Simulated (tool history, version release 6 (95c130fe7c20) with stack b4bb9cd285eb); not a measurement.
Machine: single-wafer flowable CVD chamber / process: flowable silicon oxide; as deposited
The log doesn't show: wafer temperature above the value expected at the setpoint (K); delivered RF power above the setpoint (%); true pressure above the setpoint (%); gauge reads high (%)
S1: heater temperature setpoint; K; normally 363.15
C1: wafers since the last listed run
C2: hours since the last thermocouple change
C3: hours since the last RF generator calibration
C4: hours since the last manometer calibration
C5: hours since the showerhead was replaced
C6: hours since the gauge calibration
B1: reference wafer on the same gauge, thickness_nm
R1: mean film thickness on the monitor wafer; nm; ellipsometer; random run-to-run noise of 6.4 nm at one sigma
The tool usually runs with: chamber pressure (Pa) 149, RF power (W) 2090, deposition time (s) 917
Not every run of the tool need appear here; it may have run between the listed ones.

run 1 hour=0 | S1=363.15 chamber_pressure_(Pa)=149 RF_power_(W)=2090 deposition_time_(s)=917 | C1=0 C2=1454.1 C3=1242.5 C4=2100.3 C5=5146.9 C6=808.4 | B1=1070.279 | R1=1143.491
run 2 hour=24.4 | S1=363.15 chamber_pressure_(Pa)=149 RF_power_(W)=2090 deposition_time_(s)=917 | C1=50 C2=1478.5 C3=1266.9 C4=2124.7 C5=5171.3 C6=832.8 | B1=1068.992 | R1=1129.763
-- hour=55.3 capacitance manometer re-zeroed and calibrated
run 3 hour=58.8 | S1=363.15 chamber_pressure_(Pa)=149 RF_power_(W)=1805 deposition_time_(s)=917 | C1=54 C2=1512.9 C3=1301.3 C4=3.5 C5=5205.7 C6=867.2 | B1=1071.192 | R1=1183.014
run 4 hour=93.2 | S1=363.15 chamber_pressure_(Pa)=149 RF_power_(W)=1805 deposition_time_(s)=917 | C1=70 C2=1547.3 C3=1335.7 C4=37.9 C5=5240.1 C6=901.6 | B1=1070.259 | R1=1188.93
run 5 hour=123.8 | S1=363.15 chamber_pressure_(Pa)=120 RF_power_(W)=2090 deposition_time_(s)=917 | C1=63 C2=1577.9 C3=1366.3 C4=68.5 C5=5270.7 C6=932.2 | B1=1069.175 | R1=980.724
run 6 hour=146.9 | S1=363.15 chamber_pressure_(Pa)=120 RF_power_(W)=2090 deposition_time_(s)=917 | C1=47 C2=1601 C3=1389.4 C4=91.6 C5=5293.8 C6=955.3 | B1=1069.036 | R1=979.682
run 7 hour=159.3 | S1=363.15 chamber_pressure_(Pa)=120 RF_power_(W)=2090 deposition_time_(s)=917 | C1=25 C2=1613.4 C3=1401.8 C4=104 C5=5306.2 C6=967.7 | B1=1068.424 | R1=981.76
run 8 hour=176.9 | S1=371.15 chamber_pressure_(Pa)=149 RF_power_(W)=2090 deposition_time_(s)=917 | C1=36 C2=1631 C3=1419.4 C4=121.6 C5=5323.8 C6=985.3 | B1=1067.707 | R1=968.924
run 9 hour=196.6 | S1=376.15 chamber_pressure_(Pa)=167 RF_power_(W)=2220 deposition_time_(s)=838 | C1=40 C2=1650.7 C3=1439.1 C4=141.3 C5=5343.5 C6=1005 | B1=1069.106 | R1=862.981
-- hour=210.1 showerhead replaced
run 10 hour=223.9 | S1=363.15 chamber_pressure_(Pa)=120 RF_power_(W)=2090 deposition_time_(s)=917 | C1=39 C2=1678 C3=1466.4 C4=168.6 C5=13.8 C6=1032.3 | B1=1069.052 | R1=968.839
run 11 hour=256.6 | S1=376.15 chamber_pressure_(Pa)=129 RF_power_(W)=2275 deposition_time_(s)=827 | C1=67 C2=1710.7 C3=1499.1 C4=201.3 C5=46.5 C6=1065 | B1=1069.519 | R1=664.234
run 12 hour=331.3 | S1=363.15 chamber_pressure_(Pa)=149 RF_power_(W)=2090 deposition_time_(s)=1057 | C1=154 C2=1785.4 C3=1573.8 C4=276 C5=121.2 C6=1139.7 | B1=1070.852 | R1=1401.511
run 13 hour=424.2 | S1=355.15 chamber_pressure_(Pa)=181 RF_power_(W)=1700 deposition_time_(s)=848 | C1=191 C2=1878.3 C3=1666.7 C4=368.9 C5=214.1 C6=1232.6 | B1=1069.384 | R1=1609.544
-- hour=428.6 gauge calibrated
run 14 hour=448.9 | S1=363.15 chamber_pressure_(Pa)=120 RF_power_(W)=2090 deposition_time_(s)=917 | C1=50 C2=1903 C3=1691.4 C4=393.6 C5=238.8 C6=20.3 | B1=1071.68 | R1=967.101
run 15 hour=481.9 | S1=363.15 chamber_pressure_(Pa)=120 RF_power_(W)=2090 deposition_time_(s)=917 | C1=68 C2=1936 C3=1724.4 C4=426.6 C5=271.8 C6=53.3 | B1=1070.473 | R1=976.613
run 16 hour=510.9 | S1=351.15 chamber_pressure_(Pa)=149 RF_power_(W)=2090 deposition_time_(s)=1091 | C1=59 C2=1965 C3=1753.4 C4=455.6 C5=300.8 C6=82.3 | B1=1070.518 | R1=1999.462
-- hour=541.6 thermocouple changed; heater temperature recalibrated
run 17 hour=542.1 | S1=371.15 chamber_pressure_(Pa)=172 RF_power_(W)=2305 deposition_time_(s)=787 | C1=47 C2=0.5 C3=1784.6 C4=486.8 C5=332 C6=113.5 | B1=1069.931 | R1=982.431
-- hour=560.2 RF generator calibrated
run 18 hour=560.7 | S1=363.15 chamber_pressure_(Pa)=149 RF_power_(W)=2090 deposition_time_(s)=917 | C1=21 C2=19.1 C3=0.5 C4=505.4 C5=350.6 C6=132.1 | B1=1070.75 | R1=1224.124
run 19 hour=589.9 | S1=363.15 chamber_pressure_(Pa)=120 RF_power_(W)=2090 deposition_time_(s)=917 | C1=60 C2=48.3 C3=29.7 C4=534.6 C5=379.8 C6=161.3 | B1=1069.734 | R1=976.775
run 20 hour=612.4 | S1=363.15 chamber_pressure_(Pa)=172 RF_power_(W)=2090 deposition_time_(s)=759 | C1=46 C2=70.8 C3=52.2 C4=557.1 C5=402.3 C6=183.8 | B1=1071.899 | R1=1173.893

What will run 21 give?
run 21 hour=636.3 | S1=369.15 chamber_pressure_(Pa)=128 RF_power_(W)=2440 deposition_time_(s)=746 | C1=49 C2=94.7 C3=76.1 C4=581 C5=426.2 C6=207.7 | B1=? | R1=?

Run 21 came out at B1 1070.609, R1 724.38 nm.
Minus the tool's unlogged condition, the same run would have read R1 725.785 nm.
